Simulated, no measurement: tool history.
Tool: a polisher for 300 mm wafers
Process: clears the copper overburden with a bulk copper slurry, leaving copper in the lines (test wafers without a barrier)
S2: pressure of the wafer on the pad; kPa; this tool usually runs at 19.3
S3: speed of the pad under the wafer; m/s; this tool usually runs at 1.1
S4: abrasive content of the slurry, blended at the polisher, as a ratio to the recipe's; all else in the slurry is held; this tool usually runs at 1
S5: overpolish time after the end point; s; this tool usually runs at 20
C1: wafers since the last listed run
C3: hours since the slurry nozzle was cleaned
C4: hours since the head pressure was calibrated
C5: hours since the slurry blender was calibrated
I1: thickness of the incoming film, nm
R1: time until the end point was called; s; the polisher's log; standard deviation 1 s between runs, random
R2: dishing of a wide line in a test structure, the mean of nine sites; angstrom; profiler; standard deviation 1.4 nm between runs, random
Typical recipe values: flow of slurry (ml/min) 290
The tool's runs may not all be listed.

Run 1, hour 0: usual settings; C1 0; wafers polished on this pad 150; C3 136.8; C4 519.7; C5 255.8; I1 827.9. Result: R1 101.5 s, R2 867 angstrom.
Run 2, hour 50.3: usual settings; C1 518; wafers polished on this pad 668; C3 187.1; C4 570; C5 306.1; I1 831.2. Result: R1 105.5 s, R2 860 angstrom.
Run 3, hour 101.7: usual settings but S3 1.02 m/s; C1 529; wafers polished on this pad 1198; C3 238.5; C4 621.4; C5 357.5; I1 824.1. Result: R1 115.5 s, R2 822 angstrom.
Run 4, hour 128.6: usual settings but S3 1.02 m/s; C1 277; wafers polished on this pad 1475; C3 265.4; C4 648.3; C5 384.4; I1 818.7. Result: R1 115.4 s, R2 802 angstrom.
Run 5, hour 169.6: usual settings but S3 1.02 m/s; C1 422; wafers polished on this pad 1898; C3 306.4; C4 689.3; C5 425.4; I1 831.4. Result: R1 117 s, R2 787 angstrom.
At hour 200.7: worn pad replaced by a new one.
Run 6, hour 211: usual settings but flow of slurry (ml/min) 340; C1 385; wafers polished on this pad 106; C3 347.8; C4 730.7; C5 466.8; I1 827.4. Result: R1 99.7 s, R2 852 angstrom.
At hour 231.7: slurry blender recalibrated.
Run 7, hour 254.6: usual settings but flow of slurry (ml/min) 340; C1 428; wafers polished on this pad 535; C3 391.4; C4 774.3; C5 22.9; I1 827. Result: R1 106.5 s, R2 832 angstrom.
Run 8, hour 302.7: usual settings; C1 495; wafers polished on this pad 1030; C3 439.5; C4 822.4; C5 71; I1 844.9. Result: R1 111.1 s, R2 814 angstrom.
Run 9, hour 346.3: usual settings; C1 449; wafers polished on this pad 1480; C3 483.1; C4 866; C5 114.6; I1 841.2. Result: R1 112 s, R2 809 angstrom.
Run 10, hour 384.8: usual settings; C1 396; wafers polished on this pad 1876; C3 521.6; C4 904.5; C5 153.1; I1 823.4. Result: R1 109.8 s, R2 840 angstrom.
At hour 403.3: worn pad replaced by a new one.
Run 11, hour 440.2: usual settings; C1 529; wafers polished on this pad 380; C3 577; C4 959.9; C5 208.5; I1 815.2. Result: R1 106.2 s, R2 849 angstrom.
Run 12, hour 485.7: usual settings but flow of slurry (ml/min) 370, S3 1.36 m/s; C1 468; wafers polished on this pad 848; C3 622.5; C4 1005.4; C5 254; I1 825.2. Result: R1 86.2 s, R2 917 angstrom.
Run 13, hour 555.7: usual settings but flow of slurry (ml/min) 255, S2 14.5 kPa, S5 12 s; C1 721; wafers polished on this pad 1570; C3 692.5; C4 1075.4; C5 324; I1 830.5. Result: R1 148.2 s, R2 492 angstrom.
At hour 577.5: worn pad replaced by a new one.
Run 14, hour 580.9: usual settings; C1 218; wafers polished on this pad 35; C3 717.7; C4 1100.6; C5 349.2; I1 837.4. Result: R1 104.6 s, R2 884 angstrom.
At hour 619.6: slurry blender recalibrated.
Run 15, hour 644.3: usual settings but S3 1.44 m/s; C1 632; wafers polished on this pad 667; C3 781.1; C4 1164; C5 24.7; I1 833.8. Result: R1 85.5 s, R2 967 angstrom.
Run 16, hour 674: usual settings but S5 13 s; C1 306; wafers polished on this pad 973; C3 810.8; C4 1193.7; C5 54.4; I1 822.6. Result: R1 107.2 s, R2 639 angstrom.
Run 17, hour 706.7: usual settings but flow of slurry (ml/min) 250, S2 24.1 kPa, S5 13 s; C1 336; wafers polished on this pad 1310; C3 843.5; C4 1226.4; C5 87.1; I1 833.9. Result: R1 90.1 s, R2 732 angstrom.
At hour 725.5: slurry nozzle cleaned.
At hour 746.2: head pressure recalibrated.
Run 18, hour 761.2: usual settings but S2 24.8 kPa, S3 1.26 m/s, S4 0.7; C1 530; wafers polished on this pad 1841; C3 35.7; C4 15; C5 141.6; I1 840.9. Result: R1 76.2 s, R2 1041 angstrom.
At hour 799.3: worn pad replaced by a new one.
Run 19, hour 821.4: usual settings but S2 16.5 kPa, S3 0.92 m/s; C1 579; wafers polished on this pad 227; C3 95.9; C4 75.2; C5 201.8; I1 833.3. Result: R1 136.7 s, R2 734 angstrom.
Run 20, hour 868.1: usual settings but flow of slurry (ml/min) 210, S3 0.94 m/s, S4 1.1; C1 481; wafers polished on this pad 708; C3 142.6; C4 121.9; C5 248.5; I1 836.9. Result: R1 118.9 s, R2 796 angstrom.
Run 21, hour 912.1: usual settings but S2 17.2 kPa; C1 453; wafers polished on this pad 1161; C3 186.6; C4 165.9; C5 292.5; I1 836. Result: R1 116.4 s, R2 782 angstrom.
Run 22, hour 957: usual settings but S5 30 s; C1 462; wafers polished on this pad 1624; C3 231.5; C4 210.8; C5 337.4; I1 840. Result: R1 106.8 s, R2 1012 angstrom.
At hour 999.9: worn pad replaced by a new one.
Run 23, hour 1002.4: usual settings; C1 426; wafers polished on this pad 26; C3 276.9; C4 256.2; C5 382.8; I1 817.1. Result: R1 97.4 s, R2 871 angstrom.

What the log doesn't show, run by run:
slurry flow missing at the pad, %: 0 at every run
abrasive missing from the slurry, %: 0 at every run
H1: removal rate lost through wear of the pad, %
H2: deviation of the head's pressure from its setpoint, %
run     H1     H2
  1   1.97  -7.84
  2   4.78  -8.25
  3   6.12  -8.62
  4   6.51   -8.8
  5   6.86  -9.05
  6   1.67  -9.28
  7   4.39   -9.5
  8    5.9  -9.71
  9   6.59  -9.89
 10   6.92    -10
 11   3.72  -10.2
 12    5.6  -10.3
 13   6.85  -10.5
 14  0.704  -10.6
 15   4.55  -10.7
 16   5.43  -10.8
 17   6.03  -10.8
 18   6.56  -1.02
 19      2  -2.66
 20   4.38  -3.77
 21   5.52  -4.71
 22   6.12  -5.58
 23  0.679  -6.36

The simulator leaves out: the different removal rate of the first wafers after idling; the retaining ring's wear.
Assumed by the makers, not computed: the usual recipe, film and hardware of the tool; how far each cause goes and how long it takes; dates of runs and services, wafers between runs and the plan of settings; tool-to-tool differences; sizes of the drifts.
